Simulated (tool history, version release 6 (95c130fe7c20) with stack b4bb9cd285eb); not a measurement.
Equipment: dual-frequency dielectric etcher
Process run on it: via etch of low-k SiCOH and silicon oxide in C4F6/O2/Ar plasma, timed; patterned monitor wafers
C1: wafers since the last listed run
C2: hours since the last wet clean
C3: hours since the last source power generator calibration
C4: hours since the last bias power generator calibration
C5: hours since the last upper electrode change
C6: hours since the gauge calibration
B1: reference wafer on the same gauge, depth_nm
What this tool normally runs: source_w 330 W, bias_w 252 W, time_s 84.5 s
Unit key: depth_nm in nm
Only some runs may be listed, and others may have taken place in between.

run 1 hour=0 | source_w=330 bias_w=252 time_s=84.5 | C1=0 C2=220.8 C3=3625.6 C4=3756.4 C5=4228.1 C6=424.5 | B1=184.9 | depth_nm=222.9
run 2 hour=32.7 | source_w=330 bias_w=252 time_s=84.5 | C1=334 C2=253.5 C3=3658.3 C4=3789.1 C5=4260.8 C6=457.2 | B1=185.1 | depth_nm=221.8
run 3 hour=70.8 | source_w=330 bias_w=252 time_s=84.5 | C1=390 C2=291.6 C3=3696.4 C4=3827.2 C5=4298.9 C6=495.3 | B1=184.8 | depth_nm=223.6
run 4 hour=96.6 | source_w=330 bias_w=252 time_s=84.5 | C1=264 C2=317.4 C3=3722.2 C4=3853 C5=4324.7 C6=521.1 | B1=185 | depth_nm=224.7
run 5 hour=144.9 | source_w=330 bias_w=252 time_s=84.5 | C1=494 C2=365.7 C3=3770.5 C4=3901.3 C5=4373 C6=569.4 | B1=185 | depth_nm=225.1
-- hour=185.5 wet clean of the chamber
run 6 hour=193.6 | source_w=330 bias_w=252 time_s=84.5 | C1=252 C2=8.1 C3=3819.2 C4=3950 C5=4421.7 C6=618.1 | B1=184.9 | depth_nm=218.3
run 7 hour=373.2 | source_w=330 bias_w=252 time_s=67 | C1=1838 C2=187.7 C3=3998.8 C4=4129.6 C5=4601.3 C6=797.7 | B1=185.1 | depth_nm=177.1
run 8 hour=439 | source_w=330 bias_w=252 time_s=84.5 | C1=673 C2=253.5 C3=4064.6 C4=4195.4 C5=4667.1 C6=863.5 | B1=184.9 | depth_nm=222.7
-- hour=484 upper electrode replaced
run 9 hour=490.9 | source_w=330 bias_w=252 time_s=84.5 | C1=285 C2=305.4 C3=4116.5 C4=4247.3 C5=6.9 C6=915.4 | B1=185.1 | depth_nm=222.8
run 10 hour=543.7 | source_w=330 bias_w=252 time_s=84.5 | C1=540 C2=358.2 C3=4169.3 C4=4300.1 C5=59.7 C6=968.2 | B1=185.1 | depth_nm=225.7
-- hour=622.1 wet clean of the chamber
-- hour=636.3 source power generator calibrated
run 11 hour=636.8 | source_w=330 bias_w=252 time_s=84.5 | C1=666 C2=14.7 C3=0.5 C4=4393.2 C5=152.8 C6=1061.3 | B1=185.1 | depth_nm=214
-- hour=663.3 bias power generator calibrated
run 12 hour=663.8 | source_w=410 bias_w=277 time_s=70 | C1=235 C2=41.7 C3=27.5 C4=0.5 C5=179.8 C6=1088.3 | B1=185 | depth_nm=200
run 13 hour=701.9 | source_w=330 bias_w=252 time_s=98.5 | C1=390 C2=79.8 C3=65.6 C4=38.6 C5=217.9 C6=1126.4 | B1=184.9 | depth_nm=255.1
run 14 hour=767 | source_w=310 bias_w=209 time_s=96 | C1=666 C2=144.9 C3=130.7 C4=103.7 C5=283 C6=1191.5 | B1=184.8 | depth_nm=230.8
run 15 hour=801.3 | source_w=330 bias_w=229 time_s=65 | C1=351 C2=179.2 C3=165 C4=138 C5=317.3 C6=1225.8 | B1=184.9 | depth_nm=164.6
-- hour=812.8 gauge calibrated
run 16 hour=835.9 | source_w=330 bias_w=252 time_s=61 | C1=354 C2=213.8 C3=199.6 C4=172.6 C5=351.9 C6=23.1 | B1=185.1 | depth_nm=158.2
run 17 hour=870 | source_w=260 bias_w=236 time_s=62.5 | C1=349 C2=247.9 C3=233.7 C4=206.7 C5=386 C6=57.2 | B1=184.9 | depth_nm=145.9
run 18 hour=935 | source_w=330 bias_w=217 time_s=75 | C1=665 C2=312.9 C3=298.7 C4=271.7 C5=451 C6=122.2 | B1=184.8 | depth_nm=190.6
run 19 hour=993.3 | source_w=280 bias_w=252 time_s=76 | C1=596 C2=371.2 C3=357 C4=330 C5=509.3 C6=180.5 | B1=184.8 | depth_nm=188.2
run 20 hour=1024.2 | source_w=330 bias_w=252 time_s=61 | C1=316 C2=402.1 C3=387.9 C4=360.9 C5=540.2 C6=211.4 | B1=184.9 | depth_nm=161.8

Give the tool's hidden conditions for every run:
source power that arrives over what is set, %: 0 at every run
bias power that arrives over what is set, %: 0 at every run
gauge reads high (%): 0 at every run
H1: etch rate over this chamber's usual, %
run=1 H1=1.99
run=2 H1=2.31
run=3 H1=2.69
run=4 H1=2.94
run=5 H1=3.42
run=6 H1=0.169
run=7 H1=1.94
run=8 H1=2.58
run=9 H1=3.09
run=10 H1=3.61
run=11 H1=-0.869
run=12 H1=-0.603
run=13 H1=-0.229
run=14 H1=0.412
run=15 H1=0.749
run=16 H1=1.09
run=17 H1=1.42
run=18 H1=2.06
run=19 H1=2.64
run=20 H1=2.94
